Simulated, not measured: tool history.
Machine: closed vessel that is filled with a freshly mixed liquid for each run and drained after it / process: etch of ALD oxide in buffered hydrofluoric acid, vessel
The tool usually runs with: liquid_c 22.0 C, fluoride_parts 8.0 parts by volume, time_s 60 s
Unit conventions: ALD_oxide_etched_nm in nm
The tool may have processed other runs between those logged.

run,hour,liquid_c,fluoride_parts,time_s,"read-back film thickness of the ALD oxide reference wafer, read on the same gauge (nm)",ALD_oxide_etched_nm
1,0.0,22.0,8.0,60,139.98,157.66
2,40.5,22.0,8.0,60,140.02,158.37
3,105.3,23.5,8.0,60,140.03,170.15
4,163.9,23.5,8.0,60,140.03,169.63
5,197.8,18.5,8.0,60,140.06,128.28
# hour 247.7: hydrofluoric acid flow meter replaced
6,251.2,22.0,8.0,60,139.98,167.87
7,300.2,22.0,8.0,60,140.00,165.12
8,352.9,22.0,8.0,60,140.01,165.92
9,402.1,22.0,8.0,60,140.01,165.30
10,453.7,18.5,8.0,60,140.00,135.44
# hour 453.9: gauge calibrated
# hour 484.3: thermometer replaced
11,500.5,25.5,8.0,60,140.02,198.39
12,571.1,18.5,9.5,40,140.01,77.07
13,637.3,22.0,11.0,75,140.00,152.66
14,665.9,22.0,7.0,60,140.01,188.36
15,694.1,22.0,9.0,60,140.01,145.02
16,748.0,22.0,8.0,60,140.01,162.53

Here are 5 independent what-if runs from the current tool condition. What would each one return?
A,748.7,22.0,8.0,60,?,?
B,748.7,22.0,8.0,75,?,?
C,748.7,27.0,10.0,60,?,?
D,748.7,17.5,10.5,60,?,?
E,748.7,19.0,9.5,85,?,?

run,"read-back film thickness of the ALD oxide reference wafer, read on the same gauge (nm)",ALD_oxide_etched_nm
A,139.98,162.59
B,139.98,203.24
C,139.98,176.28
D,139.98,99.52
E,139.98,167.87
The same runs, with their run-to-run variation unchanged, on a tool lacking any hidden condition would have given:
run,ALD_oxide_etched_nm
A,167.62
B,209.52
C,181.15
D,102.28
E,170.86
